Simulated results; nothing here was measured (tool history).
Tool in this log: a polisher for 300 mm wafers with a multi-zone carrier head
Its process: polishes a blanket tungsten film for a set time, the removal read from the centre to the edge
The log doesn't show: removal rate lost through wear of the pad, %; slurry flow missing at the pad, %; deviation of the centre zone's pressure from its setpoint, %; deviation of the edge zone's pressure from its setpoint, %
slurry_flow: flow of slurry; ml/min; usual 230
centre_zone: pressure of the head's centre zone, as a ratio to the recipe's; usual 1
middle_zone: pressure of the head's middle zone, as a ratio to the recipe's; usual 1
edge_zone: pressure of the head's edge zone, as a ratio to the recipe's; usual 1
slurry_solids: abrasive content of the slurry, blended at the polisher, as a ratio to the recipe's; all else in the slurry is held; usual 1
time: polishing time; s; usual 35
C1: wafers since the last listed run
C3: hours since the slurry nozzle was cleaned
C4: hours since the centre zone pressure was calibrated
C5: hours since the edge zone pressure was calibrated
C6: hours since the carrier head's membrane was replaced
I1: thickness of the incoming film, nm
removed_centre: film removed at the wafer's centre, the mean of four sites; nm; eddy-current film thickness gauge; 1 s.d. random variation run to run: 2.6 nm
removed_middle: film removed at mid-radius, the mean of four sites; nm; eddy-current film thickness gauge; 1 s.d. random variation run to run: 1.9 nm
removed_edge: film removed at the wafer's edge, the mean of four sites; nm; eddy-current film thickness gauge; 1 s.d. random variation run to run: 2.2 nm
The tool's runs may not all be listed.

Run 1, hour 0: usual settings but edge_zone 0.97; C1 0; wafers polished on this pad 3291; C3 20.1; C4 343; C5 115.4; C6 1136.3; I1 1054.9. Result: removed_centre 181.1 nm, removed_middle 183.3 nm, removed_edge 172.9 nm.
At hour 5.7: worn pad replaced by a new one.
Run 2, hour 67.4: usual settings; C1 627; wafers polished on this pad 610; C3 87.5; C4 410.4; C5 182.8; C6 1203.7; I1 1062.8. Result: removed_centre 185.5 nm, removed_middle 179.5 nm, removed_edge 179.2 nm.
Run 3, hour 135.7: usual settings; C1 676; wafers polished on this pad 1287; C3 155.8; C4 478.7; C5 251.1; C6 1272; I1 1053.8. Result: removed_centre 186.2 nm, removed_middle 181.2 nm, removed_edge 179.5 nm.
Run 4, hour 178.8: usual settings; C1 426; wafers polished on this pad 1714; C3 198.9; C4 521.8; C5 294.2; C6 1315.1; I1 1050.5. Result: removed_centre 178.2 nm, removed_middle 181.6 nm, removed_edge 176.3 nm.
Run 5, hour 232.6: usual settings but centre_zone 0.95, middle_zone 0.92, edge_zone 0.94, slurry_solids 0.75; C1 532; wafers polished on this pad 2246; C3 252.7; C4 575.6; C5 348; C6 1368.9; I1 1060.6. Result: removed_centre 164.1 nm, removed_middle 161.6 nm, removed_edge 161.1 nm.
At hour 296.4: slurry nozzle cleaned.
Run 6, hour 300: usual settings but slurry_flow 175 ml/min, time 39 s; C1 657; wafers polished on this pad 2904; C3 3.6; C4 643; C5 415.4; C6 1436.3; I1 1069.3. Result: removed_centre 199.6 nm, removed_middle 194.6 nm, removed_edge 192.5 nm.
Run 7, hour 338.2: usual settings but slurry_flow 290 ml/min; C1 378; wafers polished on this pad 3282; C3 41.8; C4 681.2; C5 453.6; C6 1474.5; I1 1070.5. Result: removed_centre 192.4 nm, removed_middle 187.4 nm, removed_edge 180.6 nm.
At hour 370.5: worn pad replaced by a new one.
Run 8, hour 403.3: usual settings but edge_zone 0.96, slurry_solids 1.25; C1 605; wafers polished on this pad 325; C3 106.9; C4 746.3; C5 518.7; C6 1539.6; I1 1068.5. Result: removed_centre 198.5 nm, removed_middle 195.1 nm, removed_edge 182.5 nm.
Run 9, hour 469.3: usual settings but slurry_flow 280 ml/min, middle_zone 1.06, edge_zone 1.09, time 43 s; C1 653; wafers polished on this pad 978; C3 172.9; C4 812.3; C5 584.7; C6 1605.6; I1 1063.7. Result: removed_centre 232.4 nm, removed_middle 232.1 nm, removed_edge 226.8 nm.
At hour 516.1: carrier head's membrane replaced by a new one.
Run 10, hour 516.6: usual settings but middle_zone 0.96, slurry_solids 1.3; C1 418; wafers polished on this pad 1397; C3 220.2; C4 859.6; C5 632; C6 0.5; I1 1050.7. Result: removed_centre 200.6 nm, removed_middle 190.6 nm, removed_edge 188.9 nm.
Run 11, hour 557.6: usual settings; C1 406; wafers polished on this pad 1803; C3 261.2; C4 900.6; C5 673; C6 41.5; I1 1051.8. Result: removed_centre 185.5 nm, removed_middle 179.4 nm, removed_edge 177.1 nm.
Run 12, hour 613.3: usual settings but centre_zone 0.92, time 24 s; C1 551; wafers polished on this pad 2355; C3 316.9; C4 956.3; C5 728.7; C6 97.2; I1 1068. Result: removed_centre 120.1 nm, removed_middle 125.5 nm, removed_edge 120.6 nm.
At hour 631: edge zone pressure recalibrated.
Run 13, hour 640.6: usual settings but edge_zone 1.1, time 26 s; C1 250; wafers polished on this pad 2606; C3 344.2; C4 983.6; C5 9.6; C6 124.5; I1 1072. Result: removed_centre 141.5 nm, removed_middle 134.5 nm, removed_edge 141 nm.
At hour 667.6: worn pad replaced by a new one.
At hour 671.5: slurry nozzle cleaned.
Run 14, hour 697.7: usual settings but slurry_flow 295 ml/min, centre_zone 0.89, slurry_solids 0.85, time 44 s; C1 515; wafers polished on this pad 287; C3 26.2; C4 1040.7; C5 66.7; C6 181.6; I1 1081.3. Result: removed_centre 217.1 nm, removed_middle 227.5 nm, removed_edge 219.9 nm.
At hour 722.9: centre zone pressure recalibrated.
Run 15, hour 878.7: usual settings but centre_zone 0.89, middle_zone 1.09, edge_zone 1.05; C1 1772; wafers polished on this pad 2060; C3 207.2; C4 155.8; C5 247.7; C6 362.6; I1 1071.5. Result: removed_centre 162 nm, removed_middle 194.9 nm, removed_edge 183.7 nm.
Run 16, hour 930.1: usual settings; C1 509; wafers polished on this pad 2569; C3 258.6; C4 207.2; C5 299.1; C6 414; I1 1077.3. Result: removed_centre 177.1 nm, removed_middle 179.9 nm, removed_edge 178.3 nm.
Run 17, hour 960.8: usual settings but centre_zone 1.1, edge_zone 1.08, slurry_solids 0.8, time 26 s; C1 304; wafers polished on this pad 2873; C3 289.3; C4 237.9; C5 329.8; C6 444.7; I1 1056.8. Result: removed_centre 133.8 nm, removed_middle 129.6 nm, removed_edge 131.4 nm.
At hour 973: worn pad replaced by a new one.
At hour 983.9: slurry nozzle cleaned.
Run 18, hour 1007.3: usual settings; C1 411; wafers polished on this pad 329; C3 23.4; C4 284.4; C5 376.3; C6 491.2; I1 1078.8. Result: removed_centre 173.1 nm, removed_middle 182.6 nm, removed_edge 175.8 nm.
Run 19, hour 1065.6: usual settings but centre_zone 1.12, edge_zone 0.94; C1 577; wafers polished on this pad 907; C3 81.7; C4 342.7; C5 434.6; C6 549.5; I1 1057.2. Result: removed_centre 194.7 nm, removed_middle 179.8 nm, removed_edge 172 nm.
Run 20, hour 1122.9: usual settings but centre_zone 0.94, slurry_solids 1.3; C1 567; wafers polished on this pad 1474; C3 139; C4 400; C5 491.9; C6 606.8; I1 1065.3. Result: removed_centre 178.7 nm, removed_middle 195.4 nm, removed_edge 190.6 nm.

Each row is a separate what-if for the run after 20, all from the same tool condition, not one after another. Results?
Run A, hour 1123.3: usual settings; C1 3; wafers polished on this pad 1478; C3 139.4; C4 400.4; C5 492.3; C6 607.2; I1 1074.1. Result: removed_centre ?, removed_middle ?, removed_edge ?.
Run B, hour 1123.3: usual settings but middle_zone 0.91, edge_zone 0.91; C1 3; wafers polished on this pad 1478; C3 139.4; C4 400.4; C5 492.3; C6 607.2; I1 1074.1. Result: removed_centre ?, removed_middle ?, removed_edge ?.
Run C, hour 1123.3: usual settings but centre_zone 0.89, slurry_solids 1.25; C1 3; wafers polished on this pad 1478; C3 139.4; C4 400.4; C5 492.3; C6 607.2; I1 1074.1. Result: removed_centre ?, removed_middle ?, removed_edge ?.
Run D, hour 1123.3: usual settings but slurry_flow 175 ml/min, edge_zone 1.05, slurry_solids 0.8; C1 3; wafers polished on this pad 1478; C3 139.4; C4 400.4; C5 492.3; C6 607.2; I1 1074.1. Result: removed_centre ?, removed_middle ?, removed_edge ?.
Run E, hour 1123.3: usual settings but slurry_flow 290 ml/min, centre_zone 0.96; C1 3; wafers polished on this pad 1478; C3 139.4; C4 400.4; C5 492.3; C6 607.2; I1 1074.1. Result: removed_centre ?, removed_middle ?, removed_edge ?.

run  removed_centre  removed_middle  removed_edge
  A             180           184.4           173
  B           179.9           173.6         165.6
  C           175.2           194.6         182.5
  D           165.2           169.8         164.4
  E           179.3           188.6         175.9
With no hidden state in the tool, these same runs would have given:
run  removed_centre  removed_middle  removed_edge
  A           179.2           184.4           173
  B           179.1           173.6         165.6
  C           174.4           194.6         182.5
  D           164.4           169.8         164.4
  E           178.5           188.6         175.9

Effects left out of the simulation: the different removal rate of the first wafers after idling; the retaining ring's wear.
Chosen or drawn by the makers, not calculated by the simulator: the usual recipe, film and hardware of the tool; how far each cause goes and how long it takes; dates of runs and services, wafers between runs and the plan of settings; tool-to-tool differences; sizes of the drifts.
